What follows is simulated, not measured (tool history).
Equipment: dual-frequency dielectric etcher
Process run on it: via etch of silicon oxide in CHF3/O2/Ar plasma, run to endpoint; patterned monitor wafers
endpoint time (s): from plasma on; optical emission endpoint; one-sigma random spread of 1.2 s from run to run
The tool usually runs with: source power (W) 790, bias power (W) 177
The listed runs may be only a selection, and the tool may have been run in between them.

run,hour,source power (W),bias power (W),"incoming incoming film thickness, nm",endpoint time (s)
1,0,790,177,813.5,374
2,44.2,790,177,817.5,375.7
3,84.7,790,177,814.4,373.9
4,136.8,790,177,817.5,375.1
5,190.5,940,177,809.2,335.3
6,244.7,940,177,821.9,338.5
7,336.5,790,177,812,381
8,379,790,177,820.7,385.4
9,426.2,790,164,818,392.8
10,490.6,730,177,818.3,399.8
11,625.2,960,218,817.4,317.3
12,660.7,910,177,813.1,347.9
13,726.9,930,145,815.2,367.9
14,786.6,860,213,822.4,344.2
15,821.9,630,212,812.7,415.3
16,884.8,790,177,818.2,384.8
17,910.8,630,192,825.6,437.2
18,952.5,790,177,824.1,385
19,1002.8,970,177,815.5,337.7
20,1074.3,790,208,816,360.1
21,1125.2,640,187,814.8,428
22,1194.3,600,142,826.1,501.9
23,1218.7,940,177,818.7,341.4
24,1263,790,205,811.5,359.1
25,1287.2,860,177,805.3,355.8
26,1326.9,790,211,817.8,354.8
27,1380,690,216,817.6,391.4
28,1420.4,600,200,820.8,443.1
29,1465.6,790,205,813.4,363.3
30,1522.5,790,177,814,379.1
31,1576,600,177,817.3,458.4
32,1601.4,670,147,815.1,449.8
33,1630.2,700,165,810.5,416.9
34,1692.2,790,177,807.3,373.9

Missing from the log above: 6 entries noted between runs. For each, name the pair of listed runs it sits between and say how the tool's hidden condition differs from the listed run just before to the listed run just after:
Runs 6 to 7: bias power generator calibrated (hour 265.2); wet clean of the chamber (hour 336)
  etch rate over this chamber's usual, %: 1.41 -> 0.18; bias power that arrives over what is set, %: 4.94 -> 0.37
  measured minus no-state result, endpoint time (s): -10.3 -> -1.1
Runs 10 to 11: source power generator calibrated (hour 549.9)
  etch rate over this chamber's usual, %: 0.618 -> 1; bias power that arrives over what is set, %: 0.388 -> 0.419
  measured minus no-state result, endpoint time (s): -3 -> -3.6
Runs 13 to 14: wet clean of the chamber (hour 774.8)
  etch rate over this chamber's usual, %: 1.29 -> -0.0198; bias power that arrives over what is set, %: 0.452 -> 0.475
  measured minus no-state result, endpoint time (s): -5.3 -> -0.5
Runs 21 to 22: upper electrode replaced (hour 1182)
  etch rate over this chamber's usual, %: 0.942 -> 1.14; bias power that arrives over what is set, %: 0.659 -> 0.708
  measured minus no-state result, endpoint time (s): -5 -> -6.9
Runs 26 to 27: wet clean of the chamber (hour 1356)
  etch rate over this chamber's usual, %: 1.52 -> -0.0467; bias power that arrives over what is set, %: 0.812 -> 0.857
  measured minus no-state result, endpoint time (s): -6.4 -> -1

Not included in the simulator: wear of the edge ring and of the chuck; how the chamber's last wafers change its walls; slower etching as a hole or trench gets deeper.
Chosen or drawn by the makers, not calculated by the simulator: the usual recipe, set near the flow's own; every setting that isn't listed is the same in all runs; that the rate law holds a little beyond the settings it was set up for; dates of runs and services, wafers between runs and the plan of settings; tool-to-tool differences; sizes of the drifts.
